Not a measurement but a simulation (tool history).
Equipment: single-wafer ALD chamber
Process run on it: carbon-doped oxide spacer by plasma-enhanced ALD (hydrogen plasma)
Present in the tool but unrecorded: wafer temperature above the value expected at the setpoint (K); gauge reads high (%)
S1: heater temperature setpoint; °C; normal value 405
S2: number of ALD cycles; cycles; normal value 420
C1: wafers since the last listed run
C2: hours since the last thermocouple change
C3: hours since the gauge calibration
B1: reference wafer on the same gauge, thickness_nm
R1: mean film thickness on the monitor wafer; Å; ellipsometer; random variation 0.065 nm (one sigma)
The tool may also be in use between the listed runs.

{"run": 1, "hour": 0.0, "S1": 397, "S2": 420, "C1": 0, "C2": 2406.7, "C3": 74.1, "B1": 20.209, "R1": 198.8}
{"run": 2, "hour": 6.9, "S1": 397, "S2": 420, "C1": 6, "C2": 2413.6, "C3": 81, "B1": 20.201, "R1": 200.47}
{"run": 3, "hour": 21.2, "S1": 397, "S2": 420, "C1": 13, "C2": 2427.9, "C3": 95.3, "B1": 20.204, "R1": 198.69}
{"run": 4, "hour": 38.7, "S1": 405, "S2": 420, "C1": 16, "C2": 2445.4, "C3": 112.8, "B1": 20.203, "R1": 197.47}
{"run": 5, "hour": 51.0, "S1": 405, "S2": 420, "C1": 11, "C2": 2457.7, "C3": 125.1, "B1": 20.204, "R1": 197.6}
{"run": 6, "hour": 68.3, "S1": 405, "S2": 464, "C1": 16, "C2": 2475, "C3": 142.4, "B1": 20.195, "R1": 217.64}
{"run": 7, "hour": 80.8, "S1": 405, "S2": 464, "C1": 11, "C2": 2487.5, "C3": 154.9, "B1": 20.194, "R1": 218}
{"run": 8, "hour": 88.9, "S1": 405, "S2": 464, "C1": 7, "C2": 2495.6, "C3": 163, "B1": 20.203, "R1": 217.94}
{"hour": 97.5, "done": "thermocouple changed; heater temperature recalibrated"}
{"run": 9, "hour": 101.7, "S1": 405, "S2": 420, "C1": 4, "C2": 4.2, "C3": 175.8, "B1": 20.2, "R1": 197.23}
{"run": 10, "hour": 111.3, "S1": 405, "S2": 450, "C1": 9, "C2": 13.8, "C3": 185.4, "B1": 20.198, "R1": 210.63}
{"run": 11, "hour": 126.5, "S1": 405, "S2": 480, "C1": 14, "C2": 29, "C3": 200.6, "B1": 20.208, "R1": 224.68}
{"run": 12, "hour": 135.7, "S1": 394, "S2": 463, "C1": 8, "C2": 38.2, "C3": 209.8, "B1": 20.199, "R1": 220.9}
{"run": 13, "hour": 144.8, "S1": 398, "S2": 444, "C1": 8, "C2": 47.3, "C3": 218.9, "B1": 20.196, "R1": 211.16}
{"run": 14, "hour": 158.5, "S1": 397, "S2": 420, "C1": 12, "C2": 61, "C3": 232.6, "B1": 20.19, "R1": 201.28}
{"hour": 159.8, "done": "gauge calibrated"}
{"run": 15, "hour": 165.3, "S1": 405, "S2": 348, "C1": 6, "C2": 67.8, "C3": 5.5, "B1": 20.206, "R1": 162.98}
{"run": 16, "hour": 183.2, "S1": 397, "S2": 398, "C1": 16, "C2": 85.7, "C3": 23.4, "B1": 20.191, "R1": 189.09}
{"run": 17, "hour": 198.9, "S1": 405, "S2": 468, "C1": 14, "C2": 101.4, "C3": 39.1, "B1": 20.22, "R1": 220.43}
{"run": 18, "hour": 211.4, "S1": 399, "S2": 350, "C1": 11, "C2": 113.9, "C3": 51.6, "B1": 20.204, "R1": 166.95}
{"run": 19, "hour": 220.2, "S1": 414, "S2": 455, "C1": 8, "C2": 122.7, "C3": 60.4, "B1": 20.197, "R1": 208.13}
{"run": 20, "hour": 231.4, "S1": 412, "S2": 480, "C1": 10, "C2": 133.9, "C3": 71.6, "B1": 20.192, "R1": 220.25}
{"run": 21, "hour": 237.7, "S1": 405, "S2": 420, "C1": 5, "C2": 140.2, "C3": 77.9, "B1": 20.209, "R1": 197.28}

Give the tool's hidden conditions for every run:
wafer temperature above the value expected at the setpoint (K): 0, the same for each run
gauge reads high (%): 0, the same for each run

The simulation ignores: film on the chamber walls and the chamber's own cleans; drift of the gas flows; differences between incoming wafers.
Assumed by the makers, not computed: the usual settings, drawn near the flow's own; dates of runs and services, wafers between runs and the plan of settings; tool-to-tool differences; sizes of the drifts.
